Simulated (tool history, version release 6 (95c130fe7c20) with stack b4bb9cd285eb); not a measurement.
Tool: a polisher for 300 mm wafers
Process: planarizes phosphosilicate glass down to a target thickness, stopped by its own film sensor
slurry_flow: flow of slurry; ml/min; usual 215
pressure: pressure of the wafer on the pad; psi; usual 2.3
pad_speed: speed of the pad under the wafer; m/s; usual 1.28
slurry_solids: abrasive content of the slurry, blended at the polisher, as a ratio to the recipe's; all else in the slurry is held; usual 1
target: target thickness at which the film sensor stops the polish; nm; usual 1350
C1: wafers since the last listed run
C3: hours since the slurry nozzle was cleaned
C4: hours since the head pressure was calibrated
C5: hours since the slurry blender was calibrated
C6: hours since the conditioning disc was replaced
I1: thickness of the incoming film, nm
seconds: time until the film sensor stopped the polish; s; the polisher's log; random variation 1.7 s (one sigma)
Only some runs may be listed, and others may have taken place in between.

Run 1, hour 0: usual settings; C1 0; wafers polished on this pad 812; C3 120.4; C4 389.2; C5 263.9; C6 16.1; I1 2252.3. Result: seconds 128.4 s.
Run 2, hour 52.3: usual settings; C1 278; wafers polished on this pad 1091; C3 172.7; C4 441.5; C5 316.2; C6 68.4; I1 2244.1. Result: seconds 129.3 s.
At hour 61.7: worn pad replaced by a new one.
Run 3, hour 87.4: usual settings; C1 165; wafers polished on this pad 136; C3 207.8; C4 476.6; C5 351.3; C6 103.5; I1 2263.1. Result: seconds 134.2 s.
At hour 106: slurry blender recalibrated.
Run 4, hour 146.4: usual settings; C1 303; wafers polished on this pad 439; C3 266.8; C4 535.6; C5 40.4; C6 162.5; I1 2206. Result: seconds 107.7 s.
Run 5, hour 207.3: usual settings; C1 324; wafers polished on this pad 764; C3 327.7; C4 596.5; C5 101.3; C6 223.4; I1 2194.8. Result: seconds 110.9 s.
Run 6, hour 231.4: usual settings; C1 128; wafers polished on this pad 892; C3 351.8; C4 620.6; C5 125.4; C6 247.5; I1 2275.3. Result: seconds 120.7 s.
At hour 239.2: head pressure recalibrated.
Run 7, hour 267: usual settings; C1 178; wafers polished on this pad 1071; C3 387.4; C4 27.8; C5 161; C6 283.1; I1 2259.6. Result: seconds 122.5 s.
At hour 280.1: worn pad replaced by a new one.
Run 8, hour 316.3: usual settings but slurry_flow 185 ml/min, pad_speed 1.14 m/s; C1 241; wafers polished on this pad 192; C3 436.7; C4 77.1; C5 210.3; C6 332.4; I1 2260.1. Result: seconds 142.3 s.
Run 9, hour 368.7: usual settings but slurry_flow 185 ml/min, pad_speed 1.14 m/s; C1 278; wafers polished on this pad 471; C3 489.1; C4 129.5; C5 262.7; C6 384.8; I1 2245.8. Result: seconds 141.7 s.
Run 10, hour 409.9: usual settings; C1 219; wafers polished on this pad 690; C3 530.3; C4 170.7; C5 303.9; C6 426; I1 2234.2. Result: seconds 125.6 s.
Run 11, hour 433.9: usual settings; C1 127; wafers polished on this pad 818; C3 554.3; C4 194.7; C5 327.9; C6 450; I1 2251.7. Result: seconds 133.1 s.
At hour 465.7: conditioning disc replaced and pad reconditioned.
Run 12, hour 466.2: usual settings; C1 161; wafers polished on this pad 979; C3 586.6; C4 227; C5 360.2; C6 0.5; I1 2205.7. Result: seconds 130.9 s.
At hour 500.3: slurry blender recalibrated.
Run 13, hour 500.8: usual settings; C1 173; wafers polished on this pad 1153; C3 621.2; C4 261.6; C5 0.5; C6 35.1; I1 2264.5. Result: seconds 115 s.
At hour 525: worn pad replaced by a new one.
Run 14, hour 554.4: usual settings but slurry_flow 145 ml/min, slurry_solids 0.8; C1 263; wafers polished on this pad 156; C3 674.8; C4 315.2; C5 54.1; C6 88.7; I1 2215.3. Result: seconds 134.9 s.
At hour 680.8: slurry nozzle cleaned.
At hour 750: worn pad replaced by a new one.
Run 15, hour 750.5: usual settings but slurry_flow 250 ml/min, target 1049 nm; C1 1017; wafers polished on this pad 2; C3 69.7; C4 511.3; C5 250.2; C6 284.8; I1 2254.3. Result: seconds 158 s.
Run 16, hour 819.8: usual settings but pad_speed 1.48 m/s; C1 368; wafers polished on this pad 371; C3 139; C4 580.6; C5 319.5; C6 354.1; I1 2225. Result: seconds 114.1 s.
Run 17, hour 848.6: usual settings; C1 153; wafers polished on this pad 524; C3 167.8; C4 609.4; C5 348.3; C6 382.9; I1 2232.2. Result: seconds 128.8 s.
Run 18, hour 899.2: usual settings; C1 269; wafers polished on this pad 794; C3 218.4; C4 660; C5 398.9; C6 433.5; I1 2219.5. Result: seconds 127.3 s.
At hour 902.7: slurry blender recalibrated.
At hour 911.1: head pressure recalibrated.
At hour 954.1: conditioning disc replaced and pad reconditioned.
Run 19, hour 954.7: usual settings but slurry_flow 280 ml/min, pad_speed 0.88 m/s; C1 263; wafers polished on this pad 1057; C3 273.9; C4 43.6; C5 52; C6 0.6; I1 2262.3. Result: seconds 149.9 s.
At hour 984: worn pad replaced by a new one.
Run 20, hour 1010.4: usual settings but pressure 2.9 psi; C1 275; wafers polished on this pad 140; C3 329.6; C4 99.3; C5 107.7; C6 56.3; I1 2270.6. Result: seconds 96.7 s.
Run 21, hour 1050.3: usual settings but pressure 2.5 psi, pad_speed 1.16 m/s, slurry_solids 0.75; C1 212; wafers polished on this pad 352; C3 369.5; C4 139.2; C5 147.6; C6 96.2; I1 2222.7. Result: seconds 136.8 s.
Run 22, hour 1084.1: usual settings; C1 179; wafers polished on this pad 532; C3 403.3; C4 173; C5 181.4; C6 130; I1 2226.7. Result: seconds 117 s.
Run 23, hour 1111.4: usual settings but pressure 1.6 psi; C1 145; wafers polished on this pad 678; C3 430.6; C4 200.3; C5 208.7; C6 157.3; I1 2235.3. Result: seconds 176.7 s.
Run 24, hour 1176.3: usual settings but pressure 2.8 psi, pad_speed 1.68 m/s, slurry_solids 0.8; C1 345; wafers polished on this pad 1023; C3 495.5; C4 265.2; C5 273.6; C6 222.2; I1 2206.1. Result: seconds 89.7 s.

Alternative continuations, all from the tool just after run 24; predict every row:
Run A, hour 1176.8: usual settings; C1 2; wafers polished on this pad 1026; C3 496; C4 265.7; C5 274.1; C6 222.7; I1 2255. Result: seconds ?.
Run B, hour 1176.8: usual settings but target 1204 nm; C1 2; wafers polished on this pad 1026; C3 496; C4 265.7; C5 274.1; C6 222.7; I1 2255. Result: seconds ?.
Run C, hour 1176.8: usual settings but slurry_flow 160 ml/min, pad_speed 0.92 m/s, target 1478 nm; C1 2; wafers polished on this pad 1026; C3 496; C4 265.7; C5 274.1; C6 222.7; I1 2255. Result: seconds ?.
Run D, hour 1176.8: usual settings but slurry_flow 240 ml/min, target 1495 nm; C1 2; wafers polished on this pad 1026; C3 496; C4 265.7; C5 274.1; C6 222.7; I1 2255. Result: seconds ?.
Run E, hour 1176.8: usual settings but slurry_solids 0.85; C1 2; wafers polished on this pad 1026; C3 496; C4 265.7; C5 274.1; C6 222.7; I1 2255. Result: seconds ?.

run  seconds
  A    129.2
  B    150.1
  C    151.6
  D      107
  E    142.3
Stripped of hidden state, with their random variation kept, the same runs would have yielded:
run  seconds
  A    110.2
  B    127.9
  C    129.2
  D     91.2
  E    119.6

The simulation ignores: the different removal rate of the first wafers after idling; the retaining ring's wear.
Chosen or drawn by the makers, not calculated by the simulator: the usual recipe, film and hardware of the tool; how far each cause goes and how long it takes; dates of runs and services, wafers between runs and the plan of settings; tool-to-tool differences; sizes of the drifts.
